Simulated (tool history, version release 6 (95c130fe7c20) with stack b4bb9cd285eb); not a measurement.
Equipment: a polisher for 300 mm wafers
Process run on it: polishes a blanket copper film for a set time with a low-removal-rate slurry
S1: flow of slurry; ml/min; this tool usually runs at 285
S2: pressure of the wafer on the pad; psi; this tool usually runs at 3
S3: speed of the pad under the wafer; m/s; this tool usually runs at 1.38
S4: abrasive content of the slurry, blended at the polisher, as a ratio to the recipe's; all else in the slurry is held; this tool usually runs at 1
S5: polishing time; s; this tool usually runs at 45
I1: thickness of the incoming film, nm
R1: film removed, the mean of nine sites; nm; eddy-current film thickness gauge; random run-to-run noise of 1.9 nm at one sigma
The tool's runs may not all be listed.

run 1 day=0 | S1=285 S2=3 S3=1.38 S4=1 S5=45 | I1=1314.9 | R1=171.5
-- day=2.221 slurry blender recalibrated
run 2 day=2.362 | S1=285 S2=3 S3=1.38 S4=1 S5=45 | I1=1293.7 | R1=174.9
-- day=6.738 worn pad replaced by a new one
-- day=9.529 slurry nozzle cleaned
run 3 day=10.129 | S1=285 S2=3 S3=1.76 S4=1 S5=45 | I1=1307.9 | R1=216.8
run 4 day=11.462 | S1=285 S2=3 S3=1.76 S4=1 S5=45 | I1=1323.8 | R1=219.6
run 5 day=12.562 | S1=285 S2=3 S3=1.76 S4=1 S5=45 | I1=1284.3 | R1=217.6
run 6 day=13.679 | S1=285 S2=3 S3=1.38 S4=1 S5=45 | I1=1273 | R1=172.3
run 7 day=14.967 | S1=285 S2=3 S3=1.38 S4=1 S5=45 | I1=1292.6 | R1=174.7
run 8 day=16.254 | S1=285 S2=3 S3=1.38 S4=1 S5=45 | I1=1314.4 | R1=170.9
run 9 day=17.571 | S1=255 S2=3 S3=1.5 S4=1.2 S5=49 | I1=1297.2 | R1=203
run 10 day=19.196 | S1=285 S2=3 S3=1.38 S4=1 S5=45 | I1=1279.2 | R1=167.3
run 11 day=20.288 | S1=195 S2=3.7 S3=1 S4=1 S5=45 | I1=1295.7 | R1=150.3
run 12 day=21.308 | S1=285 S2=3 S3=1.38 S4=1 S5=45 | I1=1277.4 | R1=168.1
-- day=22.521 slurry blender recalibrated
run 13 day=24.15 | S1=200 S2=3 S3=1.56 S4=0.85 S5=45 | I1=1287.3 | R1=182.2
-- day=25.479 worn pad replaced by a new one
run 14 day=26.729 | S1=285 S2=3.3 S3=1.38 S4=1.1 S5=45 | I1=1280.8 | R1=199.4
run 15 day=28.246 | S1=285 S2=3 S3=1.38 S4=1 S5=37 | I1=1295.2 | R1=144.6
run 16 day=29.433 | S1=285 S2=3 S3=1.38 S4=1 S5=45 | I1=1309.9 | R1=175.9
run 17 day=30.904 | S1=250 S2=3 S3=1.14 S4=0.85 S5=45 | I1=1305.7 | R1=142.1
run 18 day=31.975 | S1=285 S2=3 S3=1.38 S4=1 S5=56 | I1=1313.1 | R1=217.3
run 19 day=34.846 | S1=380 S2=2.7 S3=1.76 S4=1 S5=59 | I1=1285.3 | R1=259.2
run 20 day=37.779 | S1=245 S2=3 S3=1.38 S4=1 S5=45 | I1=1322.2 | R1=168.6
-- day=39.162 slurry nozzle cleaned
run 21 day=41.896 | S1=375 S2=3 S3=1 S4=1.15 S5=39 | I1=1299.8 | R1=113.7
-- day=42.696 slurry blender recalibrated
run 22 day=43.212 | S1=285 S2=3 S3=1.38 S4=1 S5=45 | I1=1303.3 | R1=176
run 23 day=45.321 | S1=325 S2=3 S3=1.38 S4=1 S5=52 | I1=1302.5 | R1=207.1
-- day=45.888 worn pad replaced by a new one
run 24 day=47.608 | S1=285 S2=3.7 S3=1.38 S4=1 S5=56 | I1=1316.6 | R1=275.4
run 25 day=49.35 | S1=210 S2=3 S3=1.38 S4=1 S5=29 | I1=1303.8 | R1=110.6
run 26 day=50.862 | S1=375 S2=3 S3=1.38 S4=0.75 S5=45 | I1=1319.2 | R1=171.4
run 27 day=51.867 | S1=285 S2=2.5 S3=1.2 S4=0.85 S5=39 | I1=1284.8 | R1=108
run 28 day=54.033 | S1=285 S2=2.7 S3=1.38 S4=1 S5=45 | I1=1321.1 | R1=159.3
run 29 day=56.292 | S1=285 S2=3 S3=1.5 S4=0.9 S5=45 | I1=1304.4 | R1=180.6
run 30 day=59 | S1=285 S2=3 S3=1.38 S4=1 S5=45 | I1=1322.2 | R1=167.7
-- day=59.575 slurry blender recalibrated
-- day=59.8 head pressure recalibrated
run 31 day=60.712 | S1=285 S2=3 S3=1.38 S4=1 S5=45 | I1=1299.1 | R1=176.9

Below are 3 alternative next runs, each starting from the tool's condition after run 31. Predict each:
run A day=60.729 | S1=285 S2=3 S3=1.38 S4=1 S5=45 | I1=1286.4 | R1=?
run B day=60.729 | S1=255 S2=3 S3=1.38 S4=1.25 S5=45 | I1=1286.4 | R1=?
run C day=60.729 | S1=285 S2=2.5 S3=1.38 S4=0.7 S5=45 | I1=1286.4 | R1=?

run=A R1=177
run=B R1=181.8
run=C R1=139.5
What these runs would have given with no unlogged condition in the tool:
run=A R1=177.3
run=B R1=182.1
run=C R1=139.6
